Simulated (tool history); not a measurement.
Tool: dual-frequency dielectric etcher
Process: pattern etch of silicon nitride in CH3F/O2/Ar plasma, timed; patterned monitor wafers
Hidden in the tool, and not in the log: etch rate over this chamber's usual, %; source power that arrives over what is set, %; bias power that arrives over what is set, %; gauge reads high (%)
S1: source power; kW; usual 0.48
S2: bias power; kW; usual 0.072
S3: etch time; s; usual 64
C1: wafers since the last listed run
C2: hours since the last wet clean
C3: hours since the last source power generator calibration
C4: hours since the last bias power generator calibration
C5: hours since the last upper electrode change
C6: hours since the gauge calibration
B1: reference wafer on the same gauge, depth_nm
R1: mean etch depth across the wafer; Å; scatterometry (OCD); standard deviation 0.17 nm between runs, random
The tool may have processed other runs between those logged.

run   hour    S1     S2    S3    C1     C2      C3      C4      C5      C6     B1     R1
  1      0  0.48  0.072    64     0    345  3612.8  3358.7  2592.5   968.9  42.99  492.4
  2   24.8  0.48  0.072    64   433  369.8  3637.6  3383.5  2617.3   993.7     43  497.2
  3   56.7  0.48  0.083    64   558  401.7  3669.5  3415.4  2649.2  1025.6  43.01    521
      68.8  -- gauge calibrated
  4   82.8  0.48  0.072    64   456  427.8  3695.6  3441.5  2675.3      14     43  497.4
  5  101.8  0.48  0.072    64   332  446.8  3714.6  3460.5  2694.3      33  42.98  500.4
     133.9  -- wet clean of the chamber
  6  134.4  0.48  0.072    64   150    0.5  3747.2  3493.1  2726.9    65.6  43.01  477.1
  7  157.7  0.48  0.072    64   407   23.8  3770.5  3516.4  2750.2    88.9     43  479.6
  8  201.6  0.48  0.072    64   768   67.7  3814.4  3560.3  2794.1   132.8  42.98  478.8
  9  219.6  0.48  0.072    64   314   85.7  3832.4  3578.3  2812.1   150.8     43    482
 10  252.5  0.48  0.072    64   575  118.6  3865.3  3611.2    2845   183.7  43.01  484.3
 11  275.5  0.48  0.085    64   402  141.6  3888.3  3634.2    2868   206.7     43  511.7
 12  293.5  0.48  0.072    64   314  159.6  3906.3  3652.2    2886   224.7  43.01  483.9
 13  309.7  0.36  0.083    64   283  175.8  3922.5  3668.4  2902.2   240.9     43  475.9
 14  335.6  0.48  0.062    64   453  201.7  3948.4  3694.3  2928.1   266.8  42.98  462.4
 15  349.7  0.48  0.072    56   246  215.8  3962.5  3708.4  2942.2   280.9  42.99  427.2
 16  375.7  0.48  0.072    64   454  241.8  3988.5  3734.4  2968.2   306.9  43.02    491
 17  391.3  0.59  0.085    64   272  257.4  4004.1    3750  2983.8   322.5  43.04  546.7
       404  -- source power generator calibrated
 18  408.4  0.48  0.065  78.5   229  274.5     4.4  3767.1  3000.9   339.6  43.02  585.4
     496.4  -- upper electrode replaced
 19  499.6  0.58  0.087    64  1175  365.7    95.6  3858.3     3.2   430.8  42.98  551.6
 20  522.6  0.54   0.08    64   402  388.7   118.6  3881.3    26.2   453.8  42.99  524.6
     544.8  -- bias power generator calibrated
 21  555.4   0.4  0.054  75.5   503  421.5   151.4    10.6      59   486.6  43.04  512.9
     583.8  -- wet clean of the chamber
 22  585.4  0.48  0.072    64   104    1.6   181.4    40.6      89   516.6     43  483.8
 23  604.4  0.48  0.064    64   332   20.6   200.4    59.6     108   535.6  43.03  469.1
 24  629.3  0.48  0.064    64   435   45.5   225.3    84.5   132.9   560.5  42.99  467.5
 25  645.3  0.48  0.072  76.5   279   61.5   241.3   100.5   148.9   576.5  43.02  581.4
 26  664.4  0.38  0.055    64   334   80.6   260.4   119.6     168   595.6  42.98  421.8
 27  678.1  0.38  0.078  56.5   239   94.3   274.1   133.3   181.7   609.3  42.97  417.4
 28  709.5  0.48  0.065    58   549  125.7   305.5   164.7   213.1   640.7  42.96  429.9
 29  724.8  0.48  0.058  48.5   267    141   320.8     180   228.4     656  42.98  345.7
 30  749.5  0.56  0.077    49   432  165.7   345.5   204.7   253.1   680.7  43.03  401.9
 31  777.4  0.55  0.072    52   488  193.6   373.4   232.6     281   708.6     43  415.3

Each row is a separate what-if for the run after 31, all from the same tool condition, not one after another. Results?
  A  777.8  0.48  0.067    64   6  194  373.8  233  281.4  709   ?   ?
  B  777.8  0.43  0.072  79.5   6  194  373.8  233  281.4  709   ?   ?
  C  777.8  0.43  0.059    64   6  194  373.8  233  281.4  709   ?   ?

run     B1     R1
  A  42.98  480.2
  B  42.98  594.4
  C  42.98  449.2
Without the tool's unlogged condition, the same runs would have read:
run     R1
  A  471.6
  B  583.8
  C  441.2
